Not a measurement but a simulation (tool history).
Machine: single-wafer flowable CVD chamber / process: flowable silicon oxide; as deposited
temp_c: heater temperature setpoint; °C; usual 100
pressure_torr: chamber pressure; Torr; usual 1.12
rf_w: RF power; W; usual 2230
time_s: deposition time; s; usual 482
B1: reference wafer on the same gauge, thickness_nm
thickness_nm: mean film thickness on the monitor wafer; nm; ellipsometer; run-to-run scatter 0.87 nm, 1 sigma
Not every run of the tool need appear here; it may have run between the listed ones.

{"run": 1, "hour": 0.0, "temp_c": 100, "pressure_torr": 1.12, "rf_w": 2230, "time_s": 482, "B1": 461.377, "thickness_nm": 431.25}
{"run": 2, "hour": 22.6, "temp_c": 100, "pressure_torr": 1.12, "rf_w": 2230, "time_s": 482, "B1": 461.377, "thickness_nm": 431.805}
{"run": 3, "hour": 55.6, "temp_c": 100, "pressure_torr": 1.12, "rf_w": 2230, "time_s": 482, "B1": 462.013, "thickness_nm": 430.909}
{"run": 4, "hour": 82.0, "temp_c": 100, "pressure_torr": 1.12, "rf_w": 2230, "time_s": 482, "B1": 462.003, "thickness_nm": 429.441}
{"run": 5, "hour": 102.0, "temp_c": 100, "pressure_torr": 1.12, "rf_w": 2230, "time_s": 482, "B1": 462.438, "thickness_nm": 430.852}
{"run": 6, "hour": 125.9, "temp_c": 100, "pressure_torr": 1.12, "rf_w": 2230, "time_s": 482, "B1": 463.128, "thickness_nm": 431.067}
{"run": 7, "hour": 139.2, "temp_c": 100, "pressure_torr": 1.12, "rf_w": 2230, "time_s": 482, "B1": 462.631, "thickness_nm": 431.577}
{"hour": 156.1, "done": "RF generator calibrated"}
{"run": 8, "hour": 156.6, "temp_c": 100, "pressure_torr": 1.12, "rf_w": 2230, "time_s": 482, "B1": 462.874, "thickness_nm": 431.489}
{"run": 9, "hour": 176.0, "temp_c": 100, "pressure_torr": 1.27, "rf_w": 2025, "time_s": 482, "B1": 463.34, "thickness_nm": 482.119}
{"hour": 184.9, "done": "thermocouple changed; heater temperature recalibrated"}
{"run": 10, "hour": 206.1, "temp_c": 100, "pressure_torr": 1.27, "rf_w": 2025, "time_s": 482, "B1": 463.602, "thickness_nm": 482.347}
{"hour": 214.8, "done": "showerhead replaced"}
{"run": 11, "hour": 226.0, "temp_c": 100, "pressure_torr": 1.12, "rf_w": 2005, "time_s": 430, "B1": 464.079, "thickness_nm": 379.648}
{"run": 12, "hour": 242.9, "temp_c": 114, "pressure_torr": 1.12, "rf_w": 2230, "time_s": 482, "B1": 464.33, "thickness_nm": 267.111}
{"run": 13, "hour": 262.9, "temp_c": 100, "pressure_torr": 0.93, "rf_w": 2230, "time_s": 482, "B1": 464.598, "thickness_nm": 357.111}
{"hour": 279.4, "done": "gauge calibrated"}
{"run": 14, "hour": 284.6, "temp_c": 114, "pressure_torr": 1.12, "rf_w": 2230, "time_s": 482, "B1": 459.224, "thickness_nm": 265.686}
{"run": 15, "hour": 314.2, "temp_c": 93, "pressure_torr": 1.02, "rf_w": 2230, "time_s": 482, "B1": 459.738, "thickness_nm": 497.789}
{"run": 16, "hour": 338.9, "temp_c": 100, "pressure_torr": 1.31, "rf_w": 2230, "time_s": 482, "B1": 459.705, "thickness_nm": 500.941}
{"hour": 364.1, "done": "capacitance manometer re-zeroed and calibrated"}
{"run": 17, "hour": 364.6, "temp_c": 108, "pressure_torr": 1.05, "rf_w": 2060, "time_s": 393, "B1": 460.013, "thickness_nm": 244.727}
{"run": 18, "hour": 380.3, "temp_c": 100, "pressure_torr": 1.12, "rf_w": 2230, "time_s": 541, "B1": 460.566, "thickness_nm": 481.971}
{"run": 19, "hour": 394.6, "temp_c": 100, "pressure_torr": 1.29, "rf_w": 2230, "time_s": 519, "B1": 460.372, "thickness_nm": 533.78}
{"run": 20, "hour": 426.8, "temp_c": 100, "pressure_torr": 1.12, "rf_w": 2230, "time_s": 446, "B1": 460.866, "thickness_nm": 397.388}
{"run": 21, "hour": 441.0, "temp_c": 100, "pressure_torr": 1.12, "rf_w": 2230, "time_s": 402, "B1": 461.247, "thickness_nm": 358.393}
{"run": 22, "hour": 455.5, "temp_c": 100, "pressure_torr": 1.12, "rf_w": 2230, "time_s": 482, "B1": 461.287, "thickness_nm": 431.755}

The logged runs with the hidden state left out (each run's random variation unchanged):
The tool's hidden condition here consists of: wafer temperature above the value expected at the setpoint (K); delivered RF power above the setpoint (%); true pressure above the setpoint (%); gauge reads high (%).
run=1 thickness_nm=429.222
run=2 thickness_nm=429.513
run=3 thickness_nm=428.242
run=4 thickness_nm=426.480
run=5 thickness_nm=427.651
run=6 thickness_nm=427.590
run=7 thickness_nm=427.943
run=8 thickness_nm=427.656
run=9 thickness_nm=477.587
run=10 thickness_nm=477.428
run=11 thickness_nm=375.577
run=12 thickness_nm=264.127
run=13 thickness_nm=352.932
run=14 thickness_nm=265.540
run=15 thickness_nm=497.116
run=16 thickness_nm=499.931
run=17 thickness_nm=244.064
run=18 thickness_nm=480.461
run=19 thickness_nm=531.903
run=20 thickness_nm=395.647
run=21 thickness_nm=356.686
run=22 thickness_nm=429.531
